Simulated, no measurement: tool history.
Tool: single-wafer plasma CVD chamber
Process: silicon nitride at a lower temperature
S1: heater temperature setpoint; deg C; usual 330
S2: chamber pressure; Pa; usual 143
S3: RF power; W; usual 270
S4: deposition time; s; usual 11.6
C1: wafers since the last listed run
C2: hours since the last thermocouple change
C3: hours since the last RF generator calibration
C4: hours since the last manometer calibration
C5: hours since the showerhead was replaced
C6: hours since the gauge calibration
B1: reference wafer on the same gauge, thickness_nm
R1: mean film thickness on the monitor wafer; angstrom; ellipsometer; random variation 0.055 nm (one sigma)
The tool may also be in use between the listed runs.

run 1 day=0.000 | S1=339 S2=143 S3=270 S4=11.6 | C1=0 C2=1635.2 C3=751.9 C4=2566.1 C5=2540.9 C6=447.9 | B1=9.983 | R1=118.25
run 2 day=1.700 | S1=339 S2=143 S3=270 S4=11.6 | C1=1432 C2=1676.0 C3=792.7 C4=2606.9 C5=2581.7 C6=488.7 | B1=10.000 | R1=118.21
run 3 day=3.983 | S1=339 S2=143 S3=270 S4=11.6 | C1=1923 C2=1730.8 C3=847.5 C4=2661.7 C5=2636.5 C6=543.5 | B1=10.005 | R1=118.09
run 4 day=5.338 | S1=330 S2=143 S3=270 S4=11.6 | C1=1140 C2=1763.3 C3=880.0 C4=2694.2 C5=2669.0 C6=576.0 | B1=10.004 | R1=118.19
run 5 day=6.717 | S1=330 S2=143 S3=270 S4=11.6 | C1=1161 C2=1796.4 C3=913.1 C4=2727.3 C5=2702.1 C6=609.1 | B1=10.014 | R1=117.57
run 6 day=8.154 | S1=330 S2=143 S3=270 S4=11.6 | C1=1210 C2=1830.9 C3=947.6 C4=2761.8 C5=2736.6 C6=643.6 | B1=10.010 | R1=116.87
-- day=9.638 thermocouple changed; heater temperature recalibrated
run 7 day=10.542 | S1=330 S2=129 S3=270 S4=11.6 | C1=1730 C2=21.7 C3=1004.9 C4=2819.1 C5=2793.9 C6=700.9 | B1=9.973 | R1=110.54
-- day=11.100 capacitance manometer re-zeroed and calibrated
-- day=12.883 showerhead replaced
run 8 day=12.904 | S1=330 S2=129 S3=270 S4=11.6 | C1=1428 C2=78.4 C3=1061.6 C4=43.3 C5=0.5 C6=757.6 | B1=10.003 | R1=115.06
run 9 day=15.354 | S1=330 S2=127 S3=270 S4=11.6 | C1=2063 C2=137.2 C3=1120.4 C4=102.1 C5=59.3 C6=816.4 | B1=9.986 | R1=115.26
run 10 day=16.583 | S1=330 S2=127 S3=270 S4=11.6 | C1=1035 C2=166.7 C3=1149.9 C4=131.6 C5=88.8 C6=845.9 | B1=9.984 | R1=114.97
-- day=17.404 RF generator calibrated
run 11 day=17.746 | S1=330 S2=127 S3=270 S4=11.6 | C1=698 C2=194.6 C3=8.2 C4=159.5 C5=116.7 C6=873.8 | B1=10.005 | R1=114.60
run 12 day=19.183 | S1=330 S2=143 S3=270 S4=11.6 | C1=1210 C2=229.1 C3=42.7 C4=194.0 C5=151.2 C6=908.3 | B1=9.983 | R1=121.09
run 13 day=21.062 | S1=330 S2=143 S3=270 S4=11.6 | C1=1582 C2=274.2 C3=87.8 C4=239.1 C5=196.3 C6=953.4 | B1=9.992 | R1=122.74
run 14 day=23.008 | S1=330 S2=116 S3=230 S4=12.7 | C1=1639 C2=320.9 C3=134.5 C4=285.8 C5=243.0 C6=1000.1 | B1=10.000 | R1=106.51
run 15 day=25.746 | S1=330 S2=176 S3=270 S4=11.6 | C1=2306 C2=386.6 C3=200.2 C4=351.5 C5=308.7 C6=1065.8 | B1=9.990 | R1=132.43
run 16 day=27.092 | S1=330 S2=143 S3=270 S4=11.6 | C1=1133 C2=418.9 C3=232.5 C4=383.8 C5=341.0 C6=1098.1 | B1=9.998 | R1=122.09
run 17 day=28.329 | S1=330 S2=143 S3=300 S4=13.9 | C1=1042 C2=448.6 C3=262.2 C4=413.5 C5=370.7 C6=1127.8 | B1=10.011 | R1=155.93
run 18 day=30.192 | S1=330 S2=143 S3=290 S4=11.6 | C1=1568 C2=493.3 C3=306.9 C4=458.2 C5=415.4 C6=1172.5 | B1=9.992 | R1=128.50
run 19 day=32.333 | S1=330 S2=127 S3=220 S4=9.3 | C1=1804 C2=544.7 C3=358.3 C4=509.6 C5=466.8 C6=1223.9 | B1=10.009 | R1=79.31
run 20 day=33.683 | S1=330 S2=163 S3=270 S4=10.3 | C1=1137 C2=577.1 C3=390.7 C4=542.0 C5=499.2 C6=1256.3 | B1=9.992 | R1=115.33
-- day=35.204 gauge calibrated
run 21 day=36.204 | S1=315 S2=157 S3=270 S4=11.6 | C1=2123 C2=637.6 C3=451.2 C4=602.5 C5=559.7 C6=24.0 | B1=9.996 | R1=128.08
run 22 day=37.671 | S1=345 S2=143 S3=270 S4=11.6 | C1=1235 C2=672.8 C3=486.4 C4=637.7 C5=594.9 C6=59.2 | B1=9.994 | R1=120.93
run 23 day=39.842 | S1=316 S2=143 S3=305 S4=10.6 | C1=1828 C2=724.9 C3=538.5 C4=689.8 C5=647.0 C6=111.3 | B1=10.002 | R1=122.26
run 24 day=42.167 | S1=330 S2=143 S3=270 S4=11.6 | C1=1958 C2=780.7 C3=594.3 C4=745.6 C5=702.8 C6=167.1 | B1=10.009 | R1=121.53
run 25 day=43.588 | S1=330 S2=143 S3=290 S4=11.6 | C1=1196 C2=814.8 C3=628.4 C4=779.7 C5=736.9 C6=201.2 | B1=9.995 | R1=127.73
run 26 day=45.442 | S1=322 S2=143 S3=320 S4=10.2 | C1=1561 C2=859.3 C3=672.9 C4=824.2 C5=781.4 C6=245.7 | B1=10.011 | R1=120.42
run 27 day=46.717 | S1=330 S2=143 S3=270 S4=10.9 | C1=1074 C2=889.9 C3=703.5 C4=854.8 C5=812.0 C6=276.3 | B1=10.008 | R1=113.35
run 28 day=47.912 | S1=330 S2=143 S3=315 S4=11.6 | C1=1007 C2=918.6 C3=732.2 C4=883.5 C5=840.7 C6=305.0 | B1=10.006 | R1=134.49

Forecast each of these 5 alternatives for the next run:
run A day=47.929 | S1=330 S2=143 S3=270 S4=11.6 | C1=14 C2=919.0 C3=732.6 C4=883.9 C5=841.1 C6=305.4 | B1=? | R1=?
run B day=47.929 | S1=334 S2=127 S3=270 S4=11.6 | C1=14 C2=919.0 C3=732.6 C4=883.9 C5=841.1 C6=305.4 | B1=? | R1=?
run C day=47.929 | S1=316 S2=143 S3=270 S4=11.6 | C1=14 C2=919.0 C3=732.6 C4=883.9 C5=841.1 C6=305.4 | B1=? | R1=?
run D day=47.929 | S1=322 S2=125 S3=225 S4=13.9 | C1=14 C2=919.0 C3=732.6 C4=883.9 C5=841.1 C6=305.4 | B1=? | R1=?
run E day=47.929 | S1=330 S2=143 S3=235 S4=11.6 | C1=14 C2=919.0 C3=732.6 C4=883.9 C5=841.1 C6=305.4 | B1=? | R1=?

run=A B1=10.013 R1=122.27
run=B B1=10.013 R1=114.85
run=C B1=10.013 R1=122.79
run=D B1=10.013 R1=120.61
run=E B1=10.013 R1=110.88
Without the tool's hidden state the same runs would have given:
run=A R1=122.16
run=B R1=114.74
run=C R1=122.68
run=D R1=120.49
run=E R1=110.78
